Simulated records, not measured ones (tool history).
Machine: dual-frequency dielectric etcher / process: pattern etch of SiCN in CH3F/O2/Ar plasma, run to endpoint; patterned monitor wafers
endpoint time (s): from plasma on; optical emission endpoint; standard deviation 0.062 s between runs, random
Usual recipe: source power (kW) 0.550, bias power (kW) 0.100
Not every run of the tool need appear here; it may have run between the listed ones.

run     day  source power (kW)  bias power (kW)  incoming incoming film thickness, nm  endpoint time (s)
  1   0.000              0.550            0.100                                  9.40               20.4
  2   0.412              0.550            0.100                                  9.36               20.4
  3   0.783              0.590            0.100                                  9.46               19.8
  4   1.346              0.550            0.100                                  9.42               20.3
  5   2.058              0.550            0.100                                  9.47               20.4
  6   2.421              0.550            0.100                                  9.29               20.1
  7   3.050              0.550            0.100                                  9.44               20.4
  8   3.546              0.550            0.100                                  9.46               20.5
  9   4.004              0.550            0.100                                  9.42               20.4
 10   4.662              0.550            0.100                                  9.43               20.3
 11   4.946              0.550            0.100                                  9.33               20.1
      6.004  -- upper electrode replaced
 12   6.025              0.550            0.100                                  9.48               20.3
 13   6.075              0.550            0.100                                  9.43               20.2
 14   6.329              0.470            0.117                                  9.36               20.5
      7.600  -- wet clean of the chamber
 15   7.621              0.440            0.076                                  9.34               27.0
 16   7.633              0.550            0.100                                  9.39               20.6
 17   8.142              0.500            0.083                                  9.31               23.7
 18   8.617              0.550            0.100                                  9.46               20.7
 19   8.950              0.450            0.092                                  9.38               24.3
 20   9.571              0.660            0.100                                  9.43               18.7
      9.858  -- bias power generator calibrated
 21   9.933              0.440            0.086                                  9.33               25.3
 22  10.479              0.670            0.078                                  9.44               20.6
     11.146  -- source power generator calibrated
 23  11.167              0.550            0.100                                  9.42               20.7
 24  12.933              0.550            0.091                                  9.42               21.4
 25  13.375              0.510            0.081                                  9.41               23.7
 26  13.812              0.610            0.118                                  9.38               17.9
 27  14.146              0.500            0.083                                  9.36               23.6

Here are 4 independent what-if runs from the current tool condition. What would each one return?
  A  14.162              0.550            0.100                                  9.47                  ?
  B  14.162              0.440            0.118                                  9.47                  ?
  C  14.162              0.410            0.119                                  9.47                  ?
  D  14.162              0.430            0.121                                  9.47                  ?

run  endpoint time (s)
  A               20.6
  B               22.0
  C               23.0
  D               22.1
Had the tool no hidden state, the same runs would have come out as:
run  endpoint time (s)
  A               20.8
  B               22.2
  C               23.3
  D               22.3

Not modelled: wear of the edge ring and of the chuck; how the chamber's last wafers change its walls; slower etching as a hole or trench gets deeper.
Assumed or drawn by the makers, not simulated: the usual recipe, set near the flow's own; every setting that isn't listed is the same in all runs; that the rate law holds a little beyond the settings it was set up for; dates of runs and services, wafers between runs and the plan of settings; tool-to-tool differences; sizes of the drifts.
